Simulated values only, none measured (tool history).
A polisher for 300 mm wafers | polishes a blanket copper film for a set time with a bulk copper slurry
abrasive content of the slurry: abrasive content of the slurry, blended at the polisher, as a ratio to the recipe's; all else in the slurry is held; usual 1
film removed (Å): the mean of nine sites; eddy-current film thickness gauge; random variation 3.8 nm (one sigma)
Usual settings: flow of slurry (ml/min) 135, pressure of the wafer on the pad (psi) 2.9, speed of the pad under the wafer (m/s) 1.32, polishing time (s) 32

| run | hour | flow of slurry (ml/min) | pressure of the wafer on the pad (psi) | speed of the pad under the wafer (m/s) | abrasive content of the slurry | polishing time (s) | wafers since the last listed run | wafers polished on this pad | hours since the slurry nozzle was cleaned | hours since the head pressure was calibrated | hours since the slurry blender was calibrated | incoming thickness of the incoming film, nm | film removed (Å) |
|---|---|---|---|---|---|---|---|---|---|---|---|---|---|
| 1 | 0 | 135 | 2.9 | 1.32 | 1 | 32 | 0 | 659 | 200.1 | 481.3 | 273.6 | 3018.5 | 3744 |
| 2 | 43.1 | 135 | 2.9 | 1.32 | 1 | 32 | 627 | 1287 | 243.2 | 524.4 | 316.7 | 2976 | 3698 |
| 3 | 97.9 | 135 | 2.9 | 1.32 | 1 | 32 | 797 | 2085 | 298 | 579.2 | 371.5 | 3056.4 | 3712 |
|  | 115 | slurry blender recalibrated |
|  | 129.6 | worn pad replaced by a new one |
| 4 | 135.4 | 135 | 2.9 | 1.32 | 1 | 35 | 458 | 84 | 335.5 | 616.7 | 20.4 | 2995.1 | 4107 |
| 5 | 194.5 | 135 | 2.9 | 1.32 | 1 | 35 | 860 | 945 | 394.6 | 675.8 | 79.5 | 3022.4 | 3997 |
| 6 | 233.7 | 135 | 2.9 | 1.32 | 1 | 35 | 570 | 1516 | 433.8 | 715 | 118.7 | 3045.2 | 3993 |
| 7 | 260.9 | 135 | 2.9 | 1.18 | 1 | 32 | 395 | 1912 | 461 | 742.2 | 145.9 | 3013.9 | 3312 |
| 8 | 302.7 | 135 | 2.9 | 1.18 | 1 | 32 | 608 | 2520 | 502.8 | 784 | 187.7 | 2985.1 | 3257 |
|  | 318.9 | worn pad replaced by a new one |
| 9 | 349.9 | 135 | 2.9 | 1.18 | 1 | 32 | 628 | 451 | 550 | 831.2 | 234.9 | 3018.5 | 3289 |
|  | 392.5 | slurry nozzle cleaned |
| 10 | 415.6 | 135 | 2.4 | 1.78 | 0.9 | 24 | 941 | 1393 | 23.1 | 896.9 | 300.6 | 2969 | 3007 |
| 11 | 447.8 | 135 | 2.9 | 1.74 | 0.75 | 32 | 468 | 1862 | 55.3 | 929.1 | 332.8 | 2993.3 | 4533 |
|  | 497.8 | worn pad replaced by a new one |
| 12 | 511.9 | 135 | 2.9 | 1.18 | 1 | 32 | 874 | 205 | 119.4 | 993.2 | 396.9 | 3010.2 | 3364 |
|  | 526.8 | slurry blender recalibrated |
| 13 | 575.8 | 165 | 3.2 | 0.94 | 1 | 24 | 901 | 1107 | 183.3 | 1057.1 | 49 | 3035.7 | 2377 |
| 14 | 603.7 | 165 | 3.2 | 0.94 | 1 | 24 | 406 | 1513 | 211.2 | 1085 | 76.9 | 2964.3 | 2371 |
|  | 613 | head pressure recalibrated |
| 15 | 638.7 | 160 | 2.2 | 1.32 | 1.25 | 32 | 480 | 1993 | 246.2 | 25.7 | 111.9 | 2946.8 | 3140 |
|  | 691.7 | worn pad replaced by a new one |
| 16 | 702.5 | 135 | 2.9 | 1.32 | 1.3 | 37 | 870 | 157 | 310 | 89.5 | 175.7 | 3005.2 | 4542 |
| 17 | 766.6 | 135 | 2.9 | 1.74 | 0.75 | 32 | 933 | 1090 | 374.1 | 153.6 | 239.8 | 2951 | 4337 |
| 18 | 828.3 | 135 | 2.9 | 1.32 | 1 | 32 | 898 | 1988 | 435.8 | 215.3 | 301.5 | 3004.3 | 3673 |
|  | 861.1 | worn pad replaced by a new one |
| 19 | 891.2 | 135 | 2.1 | 1.32 | 1 | 32 | 857 | 438 | 498.7 | 278.2 | 364.4 | 2997.7 | 2556 |

Forecast each of these 5 alternatives for the next run:
| A | 891.6 | 135 | 2.9 | 1.32 | 0.9 | 32 | 5 | 444 | 499.1 | 278.6 | 364.8 | 3045.5 | ? |
| B | 891.6 | 135 | 2.9 | 1.32 | 1 | 28 | 5 | 444 | 499.1 | 278.6 | 364.8 | 3045.5 | ? |
| C | 891.6 | 135 | 2.9 | 1.32 | 1.25 | 32 | 5 | 444 | 499.1 | 278.6 | 364.8 | 3045.5 | ? |
| D | 891.6 | 165 | 2.9 | 1.76 | 1.2 | 32 | 5 | 444 | 499.1 | 278.6 | 364.8 | 3045.5 | ? |
| E | 891.6 | 135 | 2.9 | 1.32 | 1 | 42 | 5 | 444 | 499.1 | 278.6 | 364.8 | 3045.5 | ? |

| run | film removed (Å) |
|---|---|
| A | 3462 |
| B | 3113 |
| C | 3768 |
| D | 5056 |
| E | 4670 |
Without the tool's hidden state the same runs would have given:
| run | film removed (Å) |
|---|---|
| A | 3706 |
| B | 3333 |
| C | 4034 |
| D | 5350 |
| E | 4999 |
